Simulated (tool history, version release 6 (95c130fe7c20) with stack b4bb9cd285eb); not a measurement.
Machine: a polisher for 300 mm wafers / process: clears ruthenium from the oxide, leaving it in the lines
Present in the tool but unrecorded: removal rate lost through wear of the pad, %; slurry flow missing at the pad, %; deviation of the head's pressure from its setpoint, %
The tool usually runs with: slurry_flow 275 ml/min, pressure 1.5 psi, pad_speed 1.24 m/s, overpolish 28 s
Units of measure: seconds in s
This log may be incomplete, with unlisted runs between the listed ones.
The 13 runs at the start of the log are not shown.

run    hour  slurry_flow  pressure  pad_speed  overpolish  wafers since the last listed run  wafers polished on this pad  hours since the slurry nozzle was cleaned  hours since the head pressure was calibrated  incoming thickness of the incoming film, nm  seconds
 14   693.3          275       1.5       1.24          28                               359                         2534                                      394.2                                        1427.8                                        100.3     86.1
      712.7  -- worn pad replaced by a new one
      733.5  -- head pressure recalibrated
 15   737.9          275       1.5       1.24          28                               265                          159                                      438.8                                           4.4                                         99.8     84.9
      743.6  -- slurry nozzle cleaned
 16   770.6          275       1.5       1.24          15                               218                          377                                         27                                          37.1                                         98.7     83.3
 17   811.7          275       1.5       1.24          15                               282                          660                                       68.1                                          78.2                                        100.7     85.8
 18   863.4          325         2       0.92          44                               355                         1016                                      119.8                                         129.9                                         99.5     77.4
 19   971.6          275       1.5       1.24          28                               744                         1760                                        228                                         238.1                                        101.2     86.1
 20  1038.2          275       1.5       1.24          21                               458                         2218                                      294.6                                         304.7                                        101.5     86.8
     1104.3  -- worn pad replaced by a new one
 21  1104.8          275         1       1.24          28                               430                            3                                      361.2                                         371.3                                         99.9    128.6
 22  1135.8          345       1.8       1.36          15                               213                          216                                      392.2                                         402.3                                        101.1     67.1
     1174.4  -- slurry nozzle cleaned
 23  1207.8          275       1.2       1.24          28                               488                          705                                       33.4                                         474.3                                        101.4    108.3
 24  1256.9          315       1.5       1.24          45                               337                         1042                                       82.5                                         523.4                                        101.5     86.5

What does the tool deliver on the next run?
 25  1298.9          345       1.8       1.36          15                               288                         1331                                      124.5                                         565.4                                          101        ?

Run 25 measured seconds 67.2 s.
Take away the tool's hidden state, keep the run-to-run variation as it was, and the same run would have given seconds 67.2 s.

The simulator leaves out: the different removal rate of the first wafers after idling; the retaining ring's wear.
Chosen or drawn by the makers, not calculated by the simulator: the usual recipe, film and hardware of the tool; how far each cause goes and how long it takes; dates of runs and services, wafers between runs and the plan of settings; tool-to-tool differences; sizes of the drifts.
